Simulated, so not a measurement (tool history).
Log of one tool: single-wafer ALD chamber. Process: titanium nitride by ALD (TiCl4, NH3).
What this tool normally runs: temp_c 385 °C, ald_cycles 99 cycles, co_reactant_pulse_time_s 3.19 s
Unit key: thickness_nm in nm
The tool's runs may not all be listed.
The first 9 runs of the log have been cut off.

run    hour  temp_c  ald_cycles  co_reactant_pulse_time_s  read-back reference wafer on the same gauge, thickness_nm  thickness_nm
 10   534.5     385          99                      3.19                                                      2.284         2.209
 11   566.1     385          87                      3.19                                                      2.286         1.931
 12   726.6     385          87                      3.19                                                      2.278         1.939
 13   797.3     385          87                      3.19                                                      2.276         1.926
 14   860.1     385         108                      3.19                                                      2.272         2.396
      892.1  -- showerhead replaced
 15   899.4     385         108                      3.19                                                      2.271         2.393
 16   929.9     385         108                      3.19                                                      2.271         2.388
 17     964     385         109                      3.19                                                      2.267         2.411
 18  1030.2     385          99                      2.89                                                      2.265         2.168
 19  1096.7     385          93                      3.19                                                       2.26         2.052
 20  1141.2     371         108                      2.79                                                      2.257         2.341
     1330.5  -- gauge calibrated
 21  1357.2     385          99                      3.19                                                       2.29          2.22
     1386.5  -- thermocouple changed; heater temperature recalibrated
 22  1402.1     381         112                      4.17                                                      2.291         2.515

For run 23, what comes out?
 23  1465.6     397         105                      3.19                                                          ?             ?

{"run 23": {"read-back reference wafer on the same gauge, thickness_nm": 2.29, "thickness_nm": 2.348}}
Were there no unlogged condition in the tool, this run, its random variation unchanged, would have produced thickness_nm 2.348 nm.
